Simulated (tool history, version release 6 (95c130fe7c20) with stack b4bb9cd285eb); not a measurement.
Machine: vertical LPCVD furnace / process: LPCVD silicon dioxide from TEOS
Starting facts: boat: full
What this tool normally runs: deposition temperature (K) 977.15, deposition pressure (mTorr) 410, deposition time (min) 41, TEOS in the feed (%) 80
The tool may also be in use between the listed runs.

| run | hour | deposition temperature (K) | deposition pressure (mTorr) | deposition time (min) | TEOS in the feed (%) | read-back reference wafer on the same gauge, thickness | film thickness on the monitor wafer in the middle of the boat (angstrom) |
|---|---|---|---|---|---|---|---|
| 1 | 0 | 977.15 | 410 | 41 | 80 | 399.05 | 3985.6 |
| 2 | 15.7 | 973.15 | 410 | 41 | 80 | 399.01 | 3639.2 |
| 3 | 30.2 | 977.15 | 410 | 41 | 80 | 399.05 | 3990.1 |
| 4 | 47.6 | 977.15 | 410 | 41 | 80 | 398.91 | 3997.6 |
| 5 | 64.1 | 977.15 | 410 | 41 | 80 | 398.9 | 3995.2 |
|  | 89.2 | pressure gauge zeroed |
| 6 | 89.7 | 977.15 | 410 | 41 | 80 | 398.93 | 3993.4 |
| 7 | 93.3 | 977.15 | 410 | 49 | 80 | 399.08 | 4767.5 |
| 8 | 97 | 977.15 | 410 | 49 | 80 | 399.03 | 4774.7 |
| 9 | 105.1 | 977.15 | 410 | 41 | 80 | 399.08 | 4007.3 |
| 10 | 118.2 | 977.15 | 410 | 41 | 80 | 398.91 | 3996.2 |
| 11 | 125.3 | 977.15 | 410 | 41 | 80 | 398.87 | 4011.2 |
| 12 | 135 | 977.15 | 410 | 41 | 80 | 398.98 | 4004.3 |
| 13 | 151.7 | 977.15 | 410 | 41 | 80 | 399.1 | 4011.7 |
| 14 | 163.7 | 977.15 | 410 | 32 | 80 | 399.01 | 3124.3 |
| 15 | 176.8 | 977.15 | 410 | 41 | 80 | 399.04 | 4003.6 |
| 16 | 185.6 | 977.15 | 410 | 41 | 80 | 399.03 | 4024.5 |
| 17 | 196.9 | 984.15 | 470 | 45 | 92 | 399.07 | 5928.5 |
| 18 | 205.3 | 977.15 | 410 | 41 | 64 | 399.07 | 3594.4 |
| 19 | 221.1 | 977.15 | 500 | 48.5 | 92 | 398.9 | 5628.8 |
|  | 245.4 | gauge calibrated |
|  | 250.8 | TEOS flow controller replaced |
| 20 | 270.6 | 971.15 | 500 | 25 | 91 | 398.85 | 2511.4 |
| 21 | 285.8 | 977.15 | 410 | 50.5 | 80 | 399.05 | 4958.2 |
|  | 310 | thermocouples replaced and temperature profile calibrated |
| 22 | 310.5 | 977.15 | 345 | 41 | 80 | 399.05 | 3526.9 |
| 23 | 315.4 | 972.15 | 485 | 30.5 | 90 | 398.98 | 2938.8 |
| 24 | 327 | 977.15 | 410 | 41 | 80 | 399.08 | 3850.9 |
| 25 | 339.1 | 977.15 | 410 | 41 | 80 | 399.04 | 3849.1 |
| 26 | 372.2 | 977.15 | 410 | 41 | 80 | 399.1 | 3844.8 |
| 27 | 390.1 | 977.15 | 410 | 28 | 75 | 398.99 | 2533.8 |
| 28 | 400.8 | 977.15 | 410 | 41 | 93 | 398.94 | 4153 |
| 29 | 417.3 | 977.15 | 350 | 41 | 70 | 399.06 | 3321.4 |
| 30 | 432.4 | 977.15 | 410 | 41 | 75 | 399.03 | 3729.2 |

5 options for the next run, each taken on its own from the tool as it stands now. Forecast them:
| A | 436.1 | 977.15 | 485 | 41 | 80 | ? | ? |
| B | 436.1 | 977.15 | 340 | 56 | 80 | ? | ? |
| C | 436.1 | 977.15 | 445 | 41 | 80 | ? | ? |
| D | 436.1 | 977.15 | 380 | 50.5 | 80 | ? | ? |
| E | 436.1 | 987.15 | 410 | 28.5 | 95 | ? | ? |

| run | read-back reference wafer on the same gauge, thickness | film thickness on the monitor wafer in the middle of the boat (angstrom) |
|---|---|---|
| A | 399.01 | 4182.7 |
| B | 399.01 | 4783.3 |
| C | 399.01 | 4006.5 |
| D | 399.01 | 4560.2 |
| E | 399.01 | 3659.6 |
The same runs, with their run-to-run variation unchanged, on a tool lacking any hidden condition would have given:
| run | film thickness on the monitor wafer in the middle of the boat (angstrom) |
|---|---|
| A | 4152.1 |
| B | 4748.3 |
| C | 3977.2 |
| D | 4526.9 |
| E | 3633.4 |

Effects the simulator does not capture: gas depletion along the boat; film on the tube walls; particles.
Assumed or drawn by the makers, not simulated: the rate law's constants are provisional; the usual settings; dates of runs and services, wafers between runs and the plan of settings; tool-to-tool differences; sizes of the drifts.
